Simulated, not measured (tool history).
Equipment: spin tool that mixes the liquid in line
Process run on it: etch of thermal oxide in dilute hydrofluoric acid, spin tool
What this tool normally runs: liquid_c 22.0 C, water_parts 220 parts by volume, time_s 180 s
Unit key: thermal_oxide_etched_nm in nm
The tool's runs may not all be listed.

run	hour	liquid_c	water_parts	time_s	wafers since the last listed run	hours since the thermometer was replaced	hours since the hydrofluoric acid flow meter was replaced	hours since the gauge calibration	read-back film thickness of the thermal oxide reference wafer, read on the same gauge (nm)	thermal_oxide_etched_nm
1	0.0	22.0	220	180	0	1424.6	1914.8	1236.3	60.006	3.166
2	40.1	22.0	220	180	367	1464.7	1954.9	1276.4	60.001	3.170
3	97.3	22.0	220	180	524	1521.9	2012.1	1333.6	60.029	3.131
4	123.9	22.0	220	180	244	1548.5	2038.7	1360.2	59.996	3.167
5	183.3	22.0	220	180	545	1607.9	2098.1	1419.6	60.014	3.164
6	226.4	22.0	220	180	395	1651.0	2141.2	1462.7	60.021	3.195
7	280.0	25.5	280	180	491	1704.6	2194.8	1516.3	59.957	2.668
8	315.1	25.5	280	180	322	1739.7	2229.9	1551.4	59.981	2.700
# hour 350.2: thermometer replaced
9	380.9	25.5	280	180	594	30.7	2295.7	1617.2	60.010	2.685
10	405.0	22.0	220	180	221	54.8	2319.8	1641.3	59.952	3.208
# hour 428.7: gauge calibrated
11	449.2	22.0	220	180	405	99.0	2364.0	20.5	59.985	3.184
12	493.5	22.0	220	180	406	143.3	2408.3	64.8	60.012	3.195
13	532.2	22.0	295	180	355	182.0	2447.0	103.5	59.982	2.226
14	562.1	22.0	180	180	274	211.9	2476.9	133.4	60.036	4.026
15	586.9	22.0	220	180	227	236.7	2501.7	158.2	59.979	3.237
16	794.8	22.0	220	180	1907	444.6	2709.6	366.1	59.998	3.262
17	863.3	22.0	220	180	628	513.1	2778.1	434.6	59.996	3.230
# hour 909.7: hydrofluoric acid flow meter replaced
18	1016.3	19.5	155	180	1394	666.1	106.6	587.6	59.985	4.090
19	1080.1	19.0	125	285	585	729.9	170.4	651.4	59.984	8.124
20	1130.7	25.5	280	180	464	780.5	221.0	702.0	59.986	2.485
21	1157.7	22.0	220	180	247	807.5	248.0	729.0	59.949	3.010
22	1198.4	18.5	220	90	373	848.2	288.7	769.7	59.992	1.276
23	1241.3	22.0	120	225	393	891.1	331.6	812.6	59.996	7.535
24	1296.2	19.5	220	180	503	946.0	386.5	867.5	59.946	2.711
25	1348.6	20.5	175	135	480	998.4	438.9	919.9	59.990	2.711
26	1402.9	22.0	275	215	498	1052.7	493.2	974.2	59.963	2.664
27	1473.8	20.5	280	215	650	1123.6	564.1	1045.1	60.038	2.514
28	1543.3	22.0	220	180	637	1193.1	633.6	1114.6	60.031	2.991
29	1611.6	17.5	220	280	626	1261.4	701.9	1182.9	59.993	3.926
30	1647.1	22.0	220	180	325	1296.9	737.4	1218.4	59.981	2.987
31	1704.7	20.0	160	95	528	1354.5	795.0	1276.0	60.001	2.142
32	1767.0	22.0	220	180	571	1416.8	857.3	1338.3	60.007	3.055
33	1791.5	18.5	135	95	224	1441.3	881.8	1362.8	60.023	2.453
34	1819.8	22.0	220	115	259	1469.6	910.1	1391.1	59.986	1.942

4 options for the next run, each taken on its own from the tool as it stands now. Forecast them:
A	1820.3	22.0	220	180	4	1470.1	910.6	1391.6	?	?
B	1820.3	24.0	270	100	4	1470.1	910.6	1391.6	?	?
C	1820.3	23.5	150	120	4	1470.1	910.6	1391.6	?	?
D	1820.3	26.0	305	220	4	1470.1	910.6	1391.6	?	?

run	read-back film thickness of the thermal oxide reference wafer, read on the same gauge (nm)	thermal_oxide_etched_nm
A	60.023	3.024
B	60.023	1.402
C	60.023	3.365
D	60.023	2.830
Had the tool no hidden state, the same runs would have come out as:
run	thermal_oxide_etched_nm
A	2.887
B	1.337
C	3.219
D	2.693

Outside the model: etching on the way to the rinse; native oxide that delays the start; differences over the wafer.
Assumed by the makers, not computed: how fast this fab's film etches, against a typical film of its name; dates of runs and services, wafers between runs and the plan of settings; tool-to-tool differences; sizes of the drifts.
